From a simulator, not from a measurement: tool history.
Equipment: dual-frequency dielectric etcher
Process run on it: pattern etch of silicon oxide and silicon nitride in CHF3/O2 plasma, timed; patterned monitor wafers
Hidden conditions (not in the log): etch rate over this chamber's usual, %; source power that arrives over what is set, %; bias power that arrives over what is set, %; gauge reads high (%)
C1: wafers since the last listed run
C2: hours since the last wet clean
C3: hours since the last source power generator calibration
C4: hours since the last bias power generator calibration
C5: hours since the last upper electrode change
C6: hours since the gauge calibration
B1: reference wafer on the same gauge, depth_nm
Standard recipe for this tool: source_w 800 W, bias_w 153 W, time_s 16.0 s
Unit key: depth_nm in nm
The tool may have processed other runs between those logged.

Run 1, hour 0.0: usual settings; C1 0; C2 373.6; C3 4189.2; C4 2955.5; C5 4562.4; C6 25.9; B1 26.89. Result: depth_nm 24.16 nm.
Run 2, hour 13.6: usual settings but time_s 14.5 s; C1 115; C2 387.2; C3 4202.8; C4 2969.1; C5 4576.0; C6 39.5; B1 26.90. Result: depth_nm 22.00 nm.
Run 3, hour 29.7: usual settings but time_s 14.5 s; C1 136; C2 403.3; C3 4218.9; C4 2985.2; C5 4592.1; C6 55.6; B1 26.91. Result: depth_nm 21.71 nm.
Run 4, hour 46.2: usual settings but time_s 14.5 s; C1 139; C2 419.8; C3 4235.4; C4 3001.7; C5 4608.6; C6 72.1; B1 26.88. Result: depth_nm 21.95 nm.
Run 5, hour 60.6: usual settings; C1 122; C2 434.2; C3 4249.8; C4 3016.1; C5 4623.0; C6 86.5; B1 26.94. Result: depth_nm 23.98 nm.
At hour 74.7: bias power generator calibrated.
Run 6, hour 75.2: usual settings; C1 89; C2 448.8; C3 4264.4; C4 0.5; C5 4637.6; C6 101.1; B1 26.90. Result: depth_nm 24.08 nm.
Run 7, hour 81.0: usual settings but source_w 890 W; C1 49; C2 454.6; C3 4270.2; C4 6.3; C5 4643.4; C6 106.9; B1 26.92. Result: depth_nm 25.02 nm.
At hour 91.7: source power generator calibrated.
Run 8, hour 92.2: usual settings but source_w 890 W; C1 61; C2 465.8; C3 0.5; C4 17.5; C5 4654.6; C6 118.1; B1 26.88. Result: depth_nm 24.73 nm.
At hour 122.4: wet clean of the chamber.
At hour 136.0: upper electrode replaced.
Run 9, hour 136.5: usual settings but source_w 890 W; C1 56; C2 14.1; C3 44.8; C4 61.8; C5 0.5; C6 162.4; B1 26.90. Result: depth_nm 25.84 nm.
Run 10, hour 136.9: usual settings but time_s 13.5 s; C1 3; C2 14.5; C3 45.2; C4 62.2; C5 0.9; C6 162.8; B1 26.90. Result: depth_nm 21.33 nm.
Run 11, hour 137.2: usual settings but bias_w 167 W; C1 2; C2 14.8; C3 45.5; C4 62.5; C5 1.2; C6 163.1; B1 26.92. Result: depth_nm 25.84 nm.
Run 12, hour 138.1: usual settings but source_w 980 W, bias_w 183 W, time_s 20.0 s; C1 7; C2 15.7; C3 46.4; C4 63.4; C5 2.1; C6 164.0; B1 26.94. Result: depth_nm 35.76 nm.
Run 13, hour 144.5: usual settings but source_w 690 W; C1 54; C2 22.1; C3 52.8; C4 69.8; C5 8.5; C6 170.4; B1 26.89. Result: depth_nm 23.69 nm.
At hour 147.0: gauge calibrated.
Run 14, hour 161.8: usual settings but bias_w 117 W; C1 146; C2 39.4; C3 70.1; C4 87.1; C5 25.8; C6 14.8; B1 26.90. Result: depth_nm 23.19 nm.
Run 15, hour 179.8: usual settings but bias_w 116 W; C1 152; C2 57.4; C3 88.1; C4 105.1; C5 43.8; C6 32.8; B1 26.91. Result: depth_nm 23.42 nm.
Run 16, hour 188.6: usual settings but source_w 640 W; C1 74; C2 66.2; C3 96.9; C4 113.9; C5 52.6; C6 41.6; B1 26.91. Result: depth_nm 22.95 nm.
Run 17, hour 198.0: usual settings but source_w 610 W, time_s 11.5 s; C1 79; C2 75.6; C3 106.3; C4 123.3; C5 62.0; C6 51.0; B1 26.90. Result: depth_nm 15.99 nm.
Run 18, hour 204.8: usual settings; C1 57; C2 82.4; C3 113.1; C4 130.1; C5 68.8; C6 57.8; B1 26.88. Result: depth_nm 24.74 nm.
Run 19, hour 212.7: usual settings but source_w 670 W, bias_w 124 W, time_s 19.0 s; C1 66; C2 90.3; C3 121.0; C4 138.0; C5 76.7; C6 65.7; B1 26.89. Result: depth_nm 26.31 nm.
Run 20, hour 227.8: usual settings; C1 127; C2 105.4; C3 136.1; C4 153.1; C5 91.8; C6 80.8; B1 26.88. Result: depth_nm 25.01 nm.
Run 21, hour 237.5: usual settings but time_s 14.5 s; C1 82; C2 115.1; C3 145.8; C4 162.8; C5 101.5; C6 90.5; B1 26.91. Result: depth_nm 22.43 nm.

Run-by-run hidden state of the tool:
source power that arrives over what is set, %: 0 at every run
bias power that arrives over what is set, %: 0 at every run
gauge reads high (%): 0 at every run
H1: etch rate over this chamber's usual, %
run       H1
  1    -2.88
  2    -3.03
  3    -3.21
  4    -3.39
  5    -3.55
  6    -3.72
  7    -3.78
  8     -3.9
  9    0.531
 10    0.527
 11    0.524
 12    0.514
 13    0.443
 14    0.251
 15   0.0517
 16  -0.0458
 17    -0.15
 18   -0.225
 19   -0.313
 20    -0.48
 21   -0.587
